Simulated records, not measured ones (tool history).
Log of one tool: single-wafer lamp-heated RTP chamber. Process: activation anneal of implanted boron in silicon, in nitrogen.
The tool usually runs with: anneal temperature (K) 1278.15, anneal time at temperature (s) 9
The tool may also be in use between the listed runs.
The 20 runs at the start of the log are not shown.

run    hour  anneal temperature (K)  anneal time at temperature (s)  read-back reference wafer on the same gauge, sheet resistance  sheet resistance of the implanted and annealed layer (ohm/square)
 21  1420.0                 1278.15                              14                                                         301.00                                                             334.32
     1473.3  -- pyrometer window cleaned and pyrometer calibrated
 22  1494.6                 1308.15                               9                                                         300.93                                                             334.63
 23  1572.4                 1278.15                               9                                                         300.99                                                             335.85
 24  1616.2                 1296.15                               9                                                         301.03                                                             334.14
     1667.7  -- reflector plate cleaned
 25  1674.2                 1269.15                               4                                                         301.03                                                             343.14
 26  1712.7                 1253.15                               6                                                         300.95                                                             353.46
 27  1778.1                 1278.15                               9                                                         300.97                                                             337.27
 28  1821.3                 1260.15                              12                                                         301.12                                                             343.05
 29  1909.4                 1278.15                               9                                                         301.03                                                             336.33
 30  1975.0                 1307.15                               8                                                         300.90                                                             334.72
 31  2078.9                 1268.15                               6                                                         301.08                                                             337.82
 32  2161.7                 1269.15                              13                                                         300.91                                                             335.65
 33  2203.7                 1278.15                              11                                                         301.06                                                             333.71
     2228.9  -- pyrometer window cleaned and pyrometer calibrated
 34  2295.6                 1278.15                               9                                                         301.09                                                             336.66

Expected results for the next run?
 35  2340.3                 1297.15                               8                                                              ?                                                                  ?

For run 35 the tool returned read-back reference wafer on the same gauge, sheet resistance 301.03, sheet resistance of the implanted and annealed layer (ohm/square) 335.22.
Minus the tool's unlogged condition, the same run would have read sheet resistance of the implanted and annealed layer (ohm/square) 336.09.
